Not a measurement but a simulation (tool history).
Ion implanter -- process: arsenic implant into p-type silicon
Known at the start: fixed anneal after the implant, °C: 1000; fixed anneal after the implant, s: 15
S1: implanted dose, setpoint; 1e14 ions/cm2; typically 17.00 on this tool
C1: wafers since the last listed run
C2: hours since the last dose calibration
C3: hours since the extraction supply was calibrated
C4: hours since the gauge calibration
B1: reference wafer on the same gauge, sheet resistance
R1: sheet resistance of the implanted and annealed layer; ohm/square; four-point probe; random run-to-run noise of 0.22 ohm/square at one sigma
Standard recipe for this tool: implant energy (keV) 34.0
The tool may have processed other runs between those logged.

{"run": 1, "day": 0.0, "S1": 17.0, "implant energy (keV)": 34.0, "C1": 0, "C2": 167.2, "C3": 5524.5, "C4": 646.4, "B1": 82.31, "R1": 91.55}
{"run": 2, "day": 2.35, "S1": 17.0, "implant energy (keV)": 34.0, "C1": 1340, "C2": 223.6, "C3": 5580.9, "C4": 702.8, "B1": 82.33, "R1": 91.68}
{"run": 3, "day": 4.042, "S1": 17.0, "implant energy (keV)": 34.0, "C1": 964, "C2": 264.2, "C3": 5621.5, "C4": 743.4, "B1": 82.27, "R1": 91.09}
{"day": 4.433, "done": "gauge calibrated"}
{"run": 4, "day": 5.904, "S1": 17.0, "implant energy (keV)": 34.0, "C1": 1062, "C2": 308.9, "C3": 5666.2, "C4": 35.3, "B1": 82.32, "R1": 91.45}
{"run": 5, "day": 8.012, "S1": 17.0, "implant energy (keV)": 34.0, "C1": 1202, "C2": 359.5, "C3": 5716.8, "C4": 85.9, "B1": 82.27, "R1": 91.01}
{"run": 6, "day": 10.808, "S1": 17.0, "implant energy (keV)": 42.0, "C1": 1594, "C2": 426.6, "C3": 5783.9, "C4": 153.0, "B1": 82.24, "R1": 83.9}
{"run": 7, "day": 12.962, "S1": 17.0, "implant energy (keV)": 42.0, "C1": 1228, "C2": 478.3, "C3": 5835.6, "C4": 204.7, "B1": 82.3, "R1": 84.14}
{"run": 8, "day": 15.571, "S1": 17.0, "implant energy (keV)": 34.0, "C1": 1487, "C2": 540.9, "C3": 5898.2, "C4": 267.3, "B1": 82.37, "R1": 90.66}
{"run": 9, "day": 17.933, "S1": 17.0, "implant energy (keV)": 34.0, "C1": 1347, "C2": 597.6, "C3": 5954.9, "C4": 324.0, "B1": 82.29, "R1": 91.24}
{"day": 19.125, "done": "extraction supply calibrated"}
{"run": 10, "day": 20.008, "S1": 17.0, "implant energy (keV)": 34.0, "C1": 993, "C2": 647.4, "C3": 21.2, "C4": 373.8, "B1": 82.3, "R1": 91.03}
{"run": 11, "day": 22.375, "S1": 17.0, "implant energy (keV)": 34.0, "C1": 1349, "C2": 704.2, "C3": 78.0, "C4": 430.6, "B1": 82.32, "R1": 90.95}
{"run": 12, "day": 24.258, "S1": 17.0, "implant energy (keV)": 34.0, "C1": 1074, "C2": 749.4, "C3": 123.2, "C4": 475.8, "B1": 82.33, "R1": 91.0}
{"day": 25.558, "done": "Faraday cup replaced and dose calibrated"}
{"run": 13, "day": 26.279, "S1": 17.0, "implant energy (keV)": 34.0, "C1": 962, "C2": 17.3, "C3": 171.7, "C4": 524.3, "B1": 82.22, "R1": 91.92}
{"run": 14, "day": 28.542, "S1": 17.0, "implant energy (keV)": 34.0, "C1": 1290, "C2": 71.6, "C3": 226.0, "C4": 578.6, "B1": 82.29, "R1": 91.92}
{"day": 30.642, "done": "gauge calibrated"}
{"run": 15, "day": 32.792, "S1": 12.74, "implant energy (keV)": 43.0, "C1": 2423, "C2": 173.6, "C3": 328.0, "C4": 51.6, "B1": 82.29, "R1": 94.76}
{"run": 16, "day": 34.146, "S1": 17.0, "implant energy (keV)": 34.0, "C1": 772, "C2": 206.1, "C3": 360.5, "C4": 84.1, "B1": 82.26, "R1": 91.79}
{"run": 17, "day": 35.146, "S1": 18.92, "implant energy (keV)": 41.5, "C1": 570, "C2": 230.1, "C3": 384.5, "C4": 108.1, "B1": 82.35, "R1": 81.95}
{"run": 18, "day": 36.175, "S1": 19.62, "implant energy (keV)": 25.0, "C1": 586, "C2": 254.8, "C3": 409.2, "C4": 132.8, "B1": 82.24, "R1": 101.06}
{"run": 19, "day": 37.867, "S1": 20.61, "implant energy (keV)": 44.5, "C1": 964, "C2": 295.4, "C3": 449.8, "C4": 173.4, "B1": 82.31, "R1": 77.82}
{"run": 20, "day": 39.421, "S1": 17.0, "implant energy (keV)": 46.0, "C1": 886, "C2": 332.7, "C3": 487.1, "C4": 210.7, "B1": 82.21, "R1": 81.73}
{"run": 21, "day": 41.933, "S1": 15.11, "implant energy (keV)": 34.0, "C1": 1432, "C2": 393.0, "C3": 547.4, "C4": 271.0, "B1": 82.28, "R1": 94.58}
{"run": 22, "day": 44.292, "S1": 17.0, "implant energy (keV)": 31.0, "C1": 1344, "C2": 449.6, "C3": 604.0, "C4": 327.6, "B1": 82.33, "R1": 94.77}

Below, some changes in R1 between adjacent runs. For each, the amount present without the hidden state too (settings, incoming material, random variation) and the amount remaining for the hidden state with gauge scatter not shared by both compared results:
Hidden state present: deviation of the true dose from the Faraday cup's reading, %; deviation of the true energy from its setpoint, %; gauge reads high (%).
Run 12 -> 13: Faraday cup replaced and dose calibrated. R1 +0.92 ohm/square: hidden state +1.16, all else -0.24.
Run 14 -> 15: S1 17.00 -> 12.74, implant energy (keV) 34.0 -> 43.0, gauge calibrated. R1 +2.84 ohm/square: hidden state -0.47, all else +3.31.
Run 17 -> 18: S1 18.92 -> 19.62, implant energy (keV) 41.5 -> 25.0. R1 +19.11 ohm/square: hidden state +0.09, all else +19.02.
Run 18 -> 19: S1 19.62 -> 20.61, implant energy (keV) 25.0 -> 44.5. R1 -23.24 ohm/square: hidden state -0.14, all else -23.10.

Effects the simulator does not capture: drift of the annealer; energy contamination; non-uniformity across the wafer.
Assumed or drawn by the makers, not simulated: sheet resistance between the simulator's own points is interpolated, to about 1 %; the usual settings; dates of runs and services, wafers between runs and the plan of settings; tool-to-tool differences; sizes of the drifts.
